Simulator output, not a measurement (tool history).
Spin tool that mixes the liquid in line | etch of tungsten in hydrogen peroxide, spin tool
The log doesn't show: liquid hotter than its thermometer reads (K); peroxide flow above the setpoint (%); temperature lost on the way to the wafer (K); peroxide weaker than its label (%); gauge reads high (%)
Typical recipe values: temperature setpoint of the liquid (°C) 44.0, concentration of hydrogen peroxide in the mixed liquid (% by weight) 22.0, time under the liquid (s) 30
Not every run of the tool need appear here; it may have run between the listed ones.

run	hour	temperature setpoint of the liquid (°C)	concentration of hydrogen peroxide in the mixed liquid (% by weight)	time under the liquid (s)	wafers since the last listed run	hours since the thermometer was replaced	hours since the peroxide flow meter was replaced	hours since the heated supply line was repaired	hours since the drum of peroxide was connected	hours since the gauge calibration	read-back film thickness of the tungsten reference wafer, read on the same gauge (nm)	thickness taken off the tungsten on a monitor wafer (nm)
1	0.0	44.0	26.0	30	0	921.9	715.7	3978.6	541.6	272.1	29.99	43.62
2	91.1	44.0	26.0	30	1775	1013.0	806.8	4069.7	632.7	363.2	30.00	43.77
3	103.1	44.0	22.0	30	233	1025.0	818.8	4081.7	644.7	375.2	30.01	40.15
4	117.5	44.0	22.0	30	280	1039.4	833.2	4096.1	659.1	389.6	29.97	40.34
5	196.5	44.0	22.0	15	1539	1118.4	912.2	4175.1	738.1	468.6	30.00	20.14
6	216.8	44.0	22.0	15	395	1138.7	932.5	4195.4	758.4	488.9	30.00	20.02
# hour 239.3: thermometer replaced
7	248.0	44.0	22.0	15	588	8.7	963.7	4226.6	789.6	520.1	30.02	19.98
8	265.7	44.0	22.0	30	344	26.4	981.4	4244.3	807.3	537.8	29.99	39.85
9	281.8	50.0	22.0	30	313	42.5	997.5	4260.4	823.4	553.9	30.00	58.30
# hour 308.0: new drum of peroxide connected
10	316.0	50.0	22.0	30	647	76.7	1031.7	4294.6	8.0	588.1	30.00	58.45
11	388.8	50.0	22.0	30	1418	149.5	1104.5	4367.4	80.8	660.9	30.00	58.91
# hour 401.6: peroxide flow meter replaced
12	402.3	49.5	22.0	20	243	163.0	0.7	4380.9	94.3	674.4	29.99	39.17
# hour 415.3: heated supply line repaired
13	436.6	40.5	28.0	40	649	197.3	35.0	21.3	128.6	708.7	30.00	49.49
14	448.8	44.0	22.0	30	237	209.5	47.2	33.5	140.8	720.9	30.01	42.03
15	463.1	44.0	22.0	30	278	223.8	61.5	47.8	155.1	735.2	30.00	41.82
16	496.6	44.0	22.0	30	652	257.3	95.0	81.3	188.6	768.7	30.01	41.84
# hour 502.4: peroxide flow meter replaced, repeated, since the last time left the tool worse
17	521.6	36.5	28.0	40	467	282.3	19.2	106.3	213.6	793.7	29.97	36.24
# hour 524.8: gauge calibrated
18	542.6	44.0	22.0	30	409	303.3	40.2	127.3	234.6	17.8	29.99	39.41
19	563.1	44.0	25.0	30	399	323.8	60.7	147.8	255.1	38.3	29.99	41.97
20	596.1	49.0	22.0	45	643	356.8	93.7	180.8	288.1	71.3	30.01	80.78
21	617.2	40.0	17.0	20	411	377.9	114.8	201.9	309.2	92.4	30.00	17.82
22	629.5	40.5	22.0	30	239	390.2	127.1	214.2	321.5	104.7	30.00	31.36
23	643.2	44.0	22.0	30	267	403.9	140.8	227.9	335.2	118.4	30.02	39.22
24	699.7	44.0	28.0	30	1101	460.4	197.3	284.4	391.7	174.9	29.97	44.51
25	724.0	35.5	23.5	15	473	484.7	221.6	308.7	416.0	199.2	29.99	11.75

Here are 4 independent what-if runs from the current tool condition. What would each one return?
A	724.4	44.0	22.0	40	7	485.1	222.0	309.1	416.4	199.6	?	?
B	724.4	49.0	22.0	15	7	485.1	222.0	309.1	416.4	199.6	?	?
C	724.4	50.5	22.0	25	7	485.1	222.0	309.1	416.4	199.6	?	?
D	724.4	35.0	22.0	30	7	485.1	222.0	309.1	416.4	199.6	?	?

run	read-back film thickness of the tungsten reference wafer, read on the same gauge (nm)	thickness taken off the tungsten on a monitor wafer (nm)
A	30.01	52.56
B	30.01	26.94
C	30.01	49.21
D	30.01	21.90
Without the tool's hidden state the same runs would have given:
run	thickness taken off the tungsten on a monitor wafer (nm)
A	51.99
B	26.64
C	48.68
D	21.66
